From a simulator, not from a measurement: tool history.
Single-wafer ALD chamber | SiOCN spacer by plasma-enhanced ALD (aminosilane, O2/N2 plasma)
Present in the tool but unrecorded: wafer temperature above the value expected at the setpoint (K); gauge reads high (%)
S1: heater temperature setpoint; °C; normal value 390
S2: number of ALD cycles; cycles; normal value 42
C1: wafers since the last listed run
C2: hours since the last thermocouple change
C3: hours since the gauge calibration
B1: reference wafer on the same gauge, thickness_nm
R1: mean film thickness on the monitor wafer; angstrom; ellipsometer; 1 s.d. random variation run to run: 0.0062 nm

{"run": 1, "hour": 0.0, "S1": 390, "S2": 42, "C1": 0, "C2": 1126.2, "C3": 185.7, "B1": 2.283, "R1": 24.82}
{"run": 2, "hour": 15.4, "S1": 390, "S2": 42, "C1": 79, "C2": 1141.6, "C3": 201.1, "B1": 2.284, "R1": 25.0}
{"run": 3, "hour": 22.3, "S1": 390, "S2": 42, "C1": 35, "C2": 1148.5, "C3": 208.0, "B1": 2.286, "R1": 24.81}
{"run": 4, "hour": 38.2, "S1": 390, "S2": 42, "C1": 82, "C2": 1164.4, "C3": 223.9, "B1": 2.286, "R1": 24.88}
{"run": 5, "hour": 55.4, "S1": 390, "S2": 42, "C1": 89, "C2": 1181.6, "C3": 241.1, "B1": 2.289, "R1": 25.01}
{"run": 6, "hour": 70.5, "S1": 390, "S2": 37, "C1": 78, "C2": 1196.7, "C3": 256.2, "B1": 2.293, "R1": 21.96}
{"run": 7, "hour": 77.5, "S1": 390, "S2": 42, "C1": 36, "C2": 1203.7, "C3": 263.2, "B1": 2.289, "R1": 24.99}
{"run": 8, "hour": 85.4, "S1": 390, "S2": 42, "C1": 40, "C2": 1211.6, "C3": 271.1, "B1": 2.292, "R1": 24.94}
{"run": 9, "hour": 123.7, "S1": 390, "S2": 42, "C1": 198, "C2": 1249.9, "C3": 309.4, "B1": 2.299, "R1": 25.14}
{"run": 10, "hour": 132.8, "S1": 390, "S2": 42, "C1": 47, "C2": 1259.0, "C3": 318.5, "B1": 2.298, "R1": 25.06}
{"run": 11, "hour": 140.9, "S1": 390, "S2": 36, "C1": 41, "C2": 1267.1, "C3": 326.6, "B1": 2.298, "R1": 21.53}
{"hour": 147.7, "done": "gauge calibrated"}
{"run": 12, "hour": 148.8, "S1": 390, "S2": 36, "C1": 40, "C2": 1275.0, "C3": 1.1, "B1": 2.284, "R1": 21.24}
{"run": 13, "hour": 163.0, "S1": 380, "S2": 42, "C1": 73, "C2": 1289.2, "C3": 15.3, "B1": 2.285, "R1": 25.0}
{"run": 14, "hour": 177.5, "S1": 400, "S2": 39, "C1": 75, "C2": 1303.7, "C3": 29.8, "B1": 2.283, "R1": 23.15}
{"run": 15, "hour": 193.0, "S1": 390, "S2": 42, "C1": 80, "C2": 1319.2, "C3": 45.3, "B1": 2.284, "R1": 24.97}
{"run": 16, "hour": 204.4, "S1": 390, "S2": 40, "C1": 58, "C2": 1330.6, "C3": 56.7, "B1": 2.284, "R1": 23.74}
{"run": 17, "hour": 219.5, "S1": 382, "S2": 34, "C1": 78, "C2": 1345.7, "C3": 71.8, "B1": 2.285, "R1": 20.18}
{"run": 18, "hour": 237.2, "S1": 390, "S2": 42, "C1": 91, "C2": 1363.4, "C3": 89.5, "B1": 2.286, "R1": 24.93}
{"run": 19, "hour": 244.3, "S1": 385, "S2": 36, "C1": 36, "C2": 1370.5, "C3": 96.6, "B1": 2.285, "R1": 21.46}
{"hour": 265.1, "done": "thermocouple changed; heater temperature recalibrated"}
{"run": 20, "hour": 265.6, "S1": 390, "S2": 42, "C1": 68, "C2": 0.5, "C3": 117.9, "B1": 2.286, "R1": 25.0}
{"run": 21, "hour": 271.8, "S1": 383, "S2": 42, "C1": 32, "C2": 6.7, "C3": 124.1, "B1": 2.288, "R1": 24.99}
{"run": 22, "hour": 280.6, "S1": 390, "S2": 50, "C1": 45, "C2": 15.5, "C3": 132.9, "B1": 2.287, "R1": 29.64}
{"run": 23, "hour": 331.6, "S1": 381, "S2": 42, "C1": 263, "C2": 66.5, "C3": 183.9, "B1": 2.292, "R1": 24.91}
{"run": 24, "hour": 338.1, "S1": 390, "S2": 42, "C1": 33, "C2": 73.0, "C3": 190.4, "B1": 2.291, "R1": 25.01}
{"run": 25, "hour": 348.3, "S1": 396, "S2": 49, "C1": 52, "C2": 83.2, "C3": 200.6, "B1": 2.292, "R1": 29.23}
{"run": 26, "hour": 357.1, "S1": 390, "S2": 42, "C1": 45, "C2": 92.0, "C3": 209.4, "B1": 2.294, "R1": 25.16}

The logged runs with the hidden state left out (each run's random variation unchanged):
run=1 R1=24.79
run=2 R1=24.95
run=3 R1=24.76
run=4 R1=24.81
run=5 R1=24.92
run=6 R1=21.86
run=7 R1=24.87
run=8 R1=24.81
run=9 R1=24.95
run=10 R1=24.85
run=11 R1=21.34
run=12 R1=21.20
run=13 R1=24.96
run=14 R1=23.12
run=15 R1=24.93
run=16 R1=23.70
run=17 R1=20.14
run=18 R1=24.88
run=19 R1=21.41
run=20 R1=24.93
run=21 R1=24.92
run=22 R1=29.55
run=23 R1=24.78
run=24 R1=24.88
run=25 R1=29.07
run=26 R1=25.01
